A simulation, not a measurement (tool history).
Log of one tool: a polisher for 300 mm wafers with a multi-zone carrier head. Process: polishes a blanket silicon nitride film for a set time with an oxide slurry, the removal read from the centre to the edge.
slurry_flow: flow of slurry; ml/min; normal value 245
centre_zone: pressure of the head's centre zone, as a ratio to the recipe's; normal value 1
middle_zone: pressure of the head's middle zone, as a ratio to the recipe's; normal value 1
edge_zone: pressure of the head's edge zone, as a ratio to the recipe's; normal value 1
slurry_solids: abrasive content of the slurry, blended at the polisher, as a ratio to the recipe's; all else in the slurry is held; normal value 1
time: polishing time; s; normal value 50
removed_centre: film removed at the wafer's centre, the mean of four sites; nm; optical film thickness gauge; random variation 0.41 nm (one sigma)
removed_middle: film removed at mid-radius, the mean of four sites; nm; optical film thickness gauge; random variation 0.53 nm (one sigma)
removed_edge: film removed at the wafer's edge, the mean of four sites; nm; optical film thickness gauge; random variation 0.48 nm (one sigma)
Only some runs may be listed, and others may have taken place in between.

run,hour,slurry_flow,centre_zone,middle_zone,edge_zone,slurry_solids,time,"incoming thickness of the incoming film, nm",removed_centre,removed_middle,removed_edge
1,0,245,1,1,1,1,63,272.9,40.2,42,43.6
2,34.2,245,1,1,1,1,63,270.8,40.2,41.2,41.8
# hour 55.8: slurry nozzle cleaned
3,93.1,245,1,1,1,1,50,268.3,35.1,36.2,35.7
# hour 118.5: worn pad replaced by a new one
# hour 149.4: carrier head's membrane replaced by a new one
4,149.9,245,1,1,1,1,50,275.8,35.3,35.8,36.2
5,190.4,205,1,1,1,1,44,269.2,30.3,30.4,30.8
6,251.4,205,1,1,1,1,44,272.2,29.5,29.4,29.8
7,277.1,205,1,1,1,1,44,269.3,28.6,29.2,29.9
8,334.8,245,1,1,1.07,1,50,268.9,32.8,33.3,35.5
9,362.3,245,1.05,1,1,1,50,268.7,32.9,33.2,32.8
# hour 385.8: slurry nozzle cleaned
# hour 394.4: centre zone pressure recalibrated
# hour 396.9: worn pad replaced by a new one
10,414.4,245,1,1,1,1,50,270.8,35.4,34.9,35.9
11,477.5,245,1.05,1,1,1,50,271.8,36.5,35.1,36.1
12,528.6,245,1,1,1,1,50,267.8,35.1,34.2,35
13,595.7,245,1.07,1.07,1,1,50,271.4,35.9,36.8,35.4
14,652.3,245,1,1,1,1,50,270.2,32.9,33.8,33.2
# hour 669.1: carrier head's membrane replaced by a new one
# hour 675.9: worn pad replaced by a new one
# hour 700.6: edge zone pressure recalibrated
15,722.5,245,1,1,0.96,1,50,272.1,29,30.2,31.7
# hour 725.3: slurry nozzle cleaned
16,784.6,245,0.91,0.95,1,1,50,270.7,32.5,33,36.1
17,838,245,1,1.09,1,1.2,43,267.2,33.5,36,33.2
18,892.6,185,1,1,1,1,50,271.5,32.3,33.4,33.8
# hour 909.1: worn pad replaced by a new one
19,920.2,245,1,1.05,1,1,35,267,23.9,25.3,24.6
20,990.1,245,1,0.88,1,1,50,271.9,32.2,29.8,33.8
# hour 994.6: slurry nozzle cleaned
# hour 1142.6: worn pad replaced by a new one
21,1174.4,245,1,1,1,1,50,267.1,34.2,33.8,35

For each run, what was the tool's unlogged condition?
removal rate lost through wear of the pad, %: 0, the same for each run
deviation of the centre zone's pressure from its setpoint, %: 0, the same for each run
deviation of the edge zone's pressure from its setpoint, %: 0, the same for each run
H1: slurry flow missing at the pad, %
run,H1
1,36.5
2,45.6
3,2.49
4,5.91
5,10.2
6,19.4
7,24.3
8,37.5
9,44.9
10,2.84
11,6.31
12,11.8
13,22.6
14,35
15,54.4
16,6.96
17,11.2
18,18.2
19,22.8
20,37.5
21,19
